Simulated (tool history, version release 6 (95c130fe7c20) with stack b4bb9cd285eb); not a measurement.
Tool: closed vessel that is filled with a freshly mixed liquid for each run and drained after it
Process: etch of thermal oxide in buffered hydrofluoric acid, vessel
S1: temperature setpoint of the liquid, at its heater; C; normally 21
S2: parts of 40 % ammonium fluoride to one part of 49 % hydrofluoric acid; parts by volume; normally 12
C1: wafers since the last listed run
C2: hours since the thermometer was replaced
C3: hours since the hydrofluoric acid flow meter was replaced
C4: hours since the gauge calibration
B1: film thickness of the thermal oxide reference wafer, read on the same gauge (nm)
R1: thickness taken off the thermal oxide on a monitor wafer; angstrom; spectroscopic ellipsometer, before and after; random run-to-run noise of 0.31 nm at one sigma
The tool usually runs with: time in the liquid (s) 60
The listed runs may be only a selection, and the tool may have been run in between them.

run 1 hour=0 | S1=18 S2=12 time_in_the_liquid_(s)=60 | C1=0 C2=1242.6 C3=1465 C4=196.3 | B1=99.99 | R1=414.7
run 2 hour=6.1 | S1=18 S2=12 time_in_the_liquid_(s)=60 | C1=895 C2=1248.7 C3=1471.1 C4=202.4 | B1=99.99 | R1=415.7
run 3 hour=19.6 | S1=18 S2=12 time_in_the_liquid_(s)=60 | C1=1981 C2=1262.2 C3=1484.6 C4=215.9 | B1=100.01 | R1=413.6
run 4 hour=26.2 | S1=21 S2=12 time_in_the_liquid_(s)=60 | C1=968 C2=1268.8 C3=1491.2 C4=222.5 | B1=100.03 | R1=486.8
run 5 hour=42.7 | S1=21 S2=12 time_in_the_liquid_(s)=60 | C1=2421 C2=1285.3 C3=1507.7 C4=239 | B1=100.01 | R1=494.5
-- hour=49.6 gauge calibrated
run 6 hour=52.3 | S1=21 S2=12 time_in_the_liquid_(s)=60 | C1=1408 C2=1294.9 C3=1517.3 C4=2.7 | B1=100 | R1=489.4
run 7 hour=81.9 | S1=21 S2=12 time_in_the_liquid_(s)=60 | C1=4344 C2=1324.5 C3=1546.9 C4=32.3 | B1=100 | R1=485
run 8 hour=91.3 | S1=21 S2=12 time_in_the_liquid_(s)=60 | C1=1379 C2=1333.9 C3=1556.3 C4=41.7 | B1=99.98 | R1=488.9
run 9 hour=103.9 | S1=21 S2=12 time_in_the_liquid_(s)=60 | C1=1849 C2=1346.5 C3=1568.9 C4=54.3 | B1=100.02 | R1=489.2
run 10 hour=116.4 | S1=21 S2=13.5 time_in_the_liquid_(s)=60 | C1=1834 C2=1359 C3=1581.4 C4=66.8 | B1=100 | R1=437.6
run 11 hour=133.9 | S1=21 S2=12 time_in_the_liquid_(s)=60 | C1=2568 C2=1376.5 C3=1598.9 C4=84.3 | B1=100.01 | R1=485.3
run 12 hour=144.4 | S1=21 S2=12 time_in_the_liquid_(s)=60 | C1=1541 C2=1387 C3=1609.4 C4=94.8 | B1=100 | R1=487.1
run 13 hour=154.3 | S1=21 S2=12 time_in_the_liquid_(s)=60 | C1=1452 C2=1396.9 C3=1619.3 C4=104.7 | B1=100.03 | R1=487.2
run 14 hour=162.5 | S1=21 S2=14 time_in_the_liquid_(s)=60 | C1=1203 C2=1405.1 C3=1627.5 C4=112.9 | B1=100 | R1=415.6
run 15 hour=179.4 | S1=21 S2=12 time_in_the_liquid_(s)=35 | C1=2480 C2=1422 C3=1644.4 C4=129.8 | B1=100 | R1=282.4
run 16 hour=187.6 | S1=21 S2=12 time_in_the_liquid_(s)=60 | C1=1203 C2=1430.2 C3=1652.6 C4=138 | B1=99.98 | R1=487.1
run 17 hour=195 | S1=21 S2=12 time_in_the_liquid_(s)=60 | C1=1086 C2=1437.6 C3=1660 C4=145.4 | B1=99.98 | R1=481.6
run 18 hour=204.9 | S1=21 S2=14.5 time_in_the_liquid_(s)=60 | C1=1452 C2=1447.5 C3=1669.9 C4=155.3 | B1=99.98 | R1=401.6
run 19 hour=221.3 | S1=21 S2=12 time_in_the_liquid_(s)=75 | C1=2406 C2=1463.9 C3=1686.3 C4=171.7 | B1=99.98 | R1=601.9
run 20 hour=237.4 | S1=24 S2=7.5 time_in_the_liquid_(s)=45 | C1=2362 C2=1480 C3=1702.4 C4=187.8 | B1=99.98 | R1=667.6
run 21 hour=243.4 | S1=21 S2=12 time_in_the_liquid_(s)=60 | C1=880 C2=1486 C3=1708.4 C4=193.8 | B1=100.01 | R1=483.6
run 22 hour=252.5 | S1=21 S2=12 time_in_the_liquid_(s)=60 | C1=1335 C2=1495.1 C3=1717.5 C4=202.9 | B1=100 | R1=486.4
run 23 hour=263.5 | S1=17 S2=16 time_in_the_liquid_(s)=35 | C1=1614 C2=1506.1 C3=1728.5 C4=213.9 | B1=99.99 | R1=168.2
-- hour=271.4 thermometer replaced
run 24 hour=278.5 | S1=17.5 S2=13.5 time_in_the_liquid_(s)=30 | C1=2054 C2=7.1 C3=1743.5 C4=228.9 | B1=100.01 | R1=193.8
-- hour=287.4 hydrofluoric acid flow meter replaced
-- hour=295 gauge calibrated
run 25 hour=295.9 | S1=21 S2=12 time_in_the_liquid_(s)=60 | C1=2406 C2=24.5 C3=8.5 C4=0.9 | B1=100 | R1=529.6
run 26 hour=305.3 | S1=21 S2=12 time_in_the_liquid_(s)=80 | C1=1379 C2=33.9 C3=17.9 C4=10.3 | B1=100 | R1=711.5
run 27 hour=322.6 | S1=21 S2=12 time_in_the_liquid_(s)=60 | C1=2539 C2=51.2 C3=35.2 C4=27.6 | B1=100.03 | R1=531.9
run 28 hour=336.4 | S1=25.5 S2=15 time_in_the_liquid_(s)=80 | C1=2025 C2=65 C3=49 C4=41.4 | B1=100.01 | R1=723.1
run 29 hour=352.8 | S1=26 S2=8 time_in_the_liquid_(s)=40 | C1=2406 C2=81.4 C3=65.4 C4=57.8 | B1=100.02 | R1=674.9
run 30 hour=361.3 | S1=23 S2=12 time_in_the_liquid_(s)=60 | C1=1247 C2=89.9 C3=73.9 C4=66.3 | B1=99.97 | R1=597.5
run 31 hour=368.4 | S1=22.5 S2=10 time_in_the_liquid_(s)=95 | C1=1042 C2=97 C3=81 C4=73.4 | B1=100 | R1=1085.6
run 32 hour=374.6 | S1=21 S2=12 time_in_the_liquid_(s)=50 | C1=909 C2=103.2 C3=87.2 C4=79.6 | B1=99.99 | R1=441.7

5 ways to go on from here, each from the tool as it stands after run 32. What would each give?
run A hour=375.3 | S1=21 S2=12 time_in_the_liquid_(s)=60 | C1=102 C2=103.9 C3=87.9 C4=80.3 | B1=? | R1=?
run B hour=375.3 | S1=26 S2=7.5 time_in_the_liquid_(s)=80 | C1=102 C2=103.9 C3=87.9 C4=80.3 | B1=? | R1=?
run C hour=375.3 | S1=17 S2=12 time_in_the_liquid_(s)=45 | C1=102 C2=103.9 C3=87.9 C4=80.3 | B1=? | R1=?
run D hour=375.3 | S1=18.5 S2=14 time_in_the_liquid_(s)=90 | C1=102 C2=103.9 C3=87.9 C4=80.3 | B1=? | R1=?
run E hour=375.3 | S1=21 S2=16 time_in_the_liquid_(s)=35 | C1=102 C2=103.9 C3=87.9 C4=80.3 | B1=? | R1=?

run=A B1=99.99 R1=529.8
run=B B1=99.99 R1=1444.8
run=C B1=99.99 R1=317
run=D B1=99.99 R1=593.7
run=E B1=99.99 R1=233
Stripped of hidden state, with their random variation kept, the same runs would have yielded:
run=A R1=536.7
run=B R1=1462.8
run=C R1=321.2
run=D R1=601.5
run=E R1=236
